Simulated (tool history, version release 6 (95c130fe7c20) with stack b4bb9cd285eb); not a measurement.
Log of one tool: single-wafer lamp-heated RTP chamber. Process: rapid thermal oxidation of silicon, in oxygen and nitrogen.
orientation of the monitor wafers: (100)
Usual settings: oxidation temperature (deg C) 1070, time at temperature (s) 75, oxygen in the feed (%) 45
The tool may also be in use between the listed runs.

run     day  oxidation temperature (deg C)  time at temperature (s)  oxygen in the feed (%)  wafers since the last listed run  wafers since the last pyrometer calibration  hours since the oxygen flow controller was replaced  hours since the gauge calibration  read-back reference wafer on the same gauge, thickness  oxide thickness on the monitor wafer (Å)
  1       0                           1070                       75                      45                                 0                                         2655                                               5063.3                              568.6                                                   7.799                                     87.44
  2   2.912                           1070                       75                      45                              1270                                         3926                                               5133.2                              638.5                                                   7.804                                     88.06
  3     9.4                           1070                       75                      45                              2831                                         6757                                               5288.9                              794.2                                                   7.794                                      88.5
  4  12.521                           1070                       75                      45                              1361                                         8119                                               5363.8                              869.1                                                   7.793                                     88.66
  5  13.542                           1070                       75                      45                               445                                         8564                                               5388.3                              893.6                                                   7.804                                      88.4
     15.054  -- pyrometer window cleaned and pyrometer calibrated
  6  16.158                           1070                       75                      45                               996                                          481                                               5451.1                              956.4                                                   7.801                                      90.8
  7  17.604                           1070                       75                      45                               630                                         1112                                               5485.8                              991.1                                                   7.803                                     90.43
  8  18.775                           1070                       75                      45                               510                                         1623                                               5513.9                             1019.2                                                   7.796                                     91.19
  9  21.504                           1070                       75                      45                              1190                                         2814                                               5579.4                             1084.7                                                   7.799                                     90.85
 10  28.742                           1070                       75                      45                              3158                                         5972                                               5753.1                             1258.4                                                   7.802                                      91.6
     30.008  -- oxygen flow controller replaced
 11  30.367                           1070                       75                      45                               563                                         6536                                                  8.6                             1297.4                                                   7.796                                     92.95
 12  32.162                           1089                       75                      45                               783                                         7319                                                 51.7                             1340.5                                                   7.797                                    104.28
 13  34.421                           1089                       75                      32                               985                                         8305                                                105.9                             1394.7                                                   7.797                                     92.13
 14  35.592                           1054                       75                      45                               510                                         8816                                                  134                             1422.8                                                   7.811                                     82.88
     36.262  -- gauge calibrated
 15   36.85                           1054                       75                      45                               549                                         9365                                                164.2                               14.1                                                   7.802                                     82.44
 16  38.329                           1054                       75                      45                               645                                        10010                                                199.7                               49.6                                                     7.8                                     83.14
     38.746  -- pyrometer window cleaned and pyrometer calibrated, repeated, since the last time left the tool worse
 17  41.008                           1070                       75                      45                              1023                                          987                                                  264                              113.9                                                   7.802                                     87.45
 18  43.079                           1070                       75                      21                               903                                         1891                                                313.7                              163.6                                                   7.791                                     67.15
 19  44.275                           1070                       56                      18                               521                                         2413                                                342.4                              192.3                                                   7.801                                      55.9
 20  52.058                           1070                       56                      18                              3396                                         5809                                                529.2                              379.1                                                   7.796                                     56.71
 21  53.733                           1070                       75                      59                               730                                         6540                                                569.4                              419.3                                                   7.806                                     96.56
 22  54.858                           1081                       48                      27                               490                                         7031                                                596.4                              446.3                                                   7.802                                      65.5
 23  57.079                           1055                       75                      37                               969                                         8000                                                649.7                              499.6                                                   7.796                                     75.08
       57.8  -- pyrometer window cleaned and pyrometer calibrated
 24  59.338                           1093                       75                      63                               840                                          670                                                703.9                              553.8                                                   7.795                                    113.92
 25  61.342                           1070                       75                      45                               874                                         1545                                                  752                              601.9                                                   7.799                                     87.58
 26   63.95                           1098                       75                      45                              1138                                         2683                                                814.6                              664.5                                                   7.796                                    104.85
 27  65.671                           1094                       55                      45                               750                                         3434                                                855.9                              705.8                                                   7.796                                     89.08
 28  66.783                           1070                       75                      45                               485                                         3920                                                882.6                              732.5                                                   7.801                                      87.9
 29  68.858                           1046                       75                      45                               905                                         4825                                                932.4                              782.3                                                     7.8                                     74.82
 30  71.446                           1070                       43                      45                              1129                                         5954                                                994.5                              844.4                                                   7.793                                        69
 31  72.712                           1054                       75                      45                               552                                         6507                                               1024.9                              874.8                                                   7.807                                     79.21
 32  75.683                           1070                       75                      45                              1296                                         7804                                               1096.2                              946.1                                                   7.805                                     87.95
 33  77.838                           1051                       96                      22                               940                                         8744                                               1147.9                              997.8                                                   7.798                                     67.89
     78.262  -- pyrometer window cleaned and pyrometer calibrated
 34  80.775                           1070                       75                      45                              1136                                         1097                                               1218.4                             1068.3                                                   7.803                                     87.14
 35  83.262                           1070                       75                      45                              1085                                         2182                                               1278.1                               1128                                                   7.799                                     87.43
 36  85.629                           1083                       45                      64                              1032                                         3215                                               1334.9                             1184.8                                                   7.803                                     86.99
 37  91.046                           1093                       99                      45                              2363                                         5579                                               1464.9                             1314.8                                                   7.798                                     117.1
 38  92.558                           1070                       64                      45                               660                                         6239                                               1501.2                             1351.1                                                   7.801                                     82.84

Measured less the same run without the tool's hidden state. The same run-to-run variation is in both; the gauge's scatter may not be:
The hidden state here: true wafer temperature minus pyrometer reading, K; deviation of the oxygen flow from its setpoint, %; gauge reads high (%).
run  oxide thickness on the monitor wafer (Å)
  1                                     +1.18
  2                                     +1.47
  3                                      +1.8
  4                                     +1.87
  5                                     +1.89
  6                                     +4.02
  7                                     +4.32
  8                                     +4.57
  9                                     +4.92
 10                                     +5.46
 11                                      +5.6
 12                                     +6.15
 13                                     +5.45
 14                                      +5.2
 15                                     +5.19
 16                                     +5.25
 17                                     +0.68
 18                                      +0.8
 19                                     +0.75
 20                                     +1.13
 21                                     +2.07
 22                                     +1.38
 23                                     +1.71
 24                                     +0.58
 25                                     +0.86
 26                                     +1.42
 27                                     +1.39
 28                                     +1.52
 29                                     +1.46
 30                                     +1.38
 31                                     +1.68
 32                                      +1.9
 33                                     +1.51
 34                                     +0.71
 35                                     +1.12
 36                                     +1.37
 37                                     +2.28
 38                                     +1.73

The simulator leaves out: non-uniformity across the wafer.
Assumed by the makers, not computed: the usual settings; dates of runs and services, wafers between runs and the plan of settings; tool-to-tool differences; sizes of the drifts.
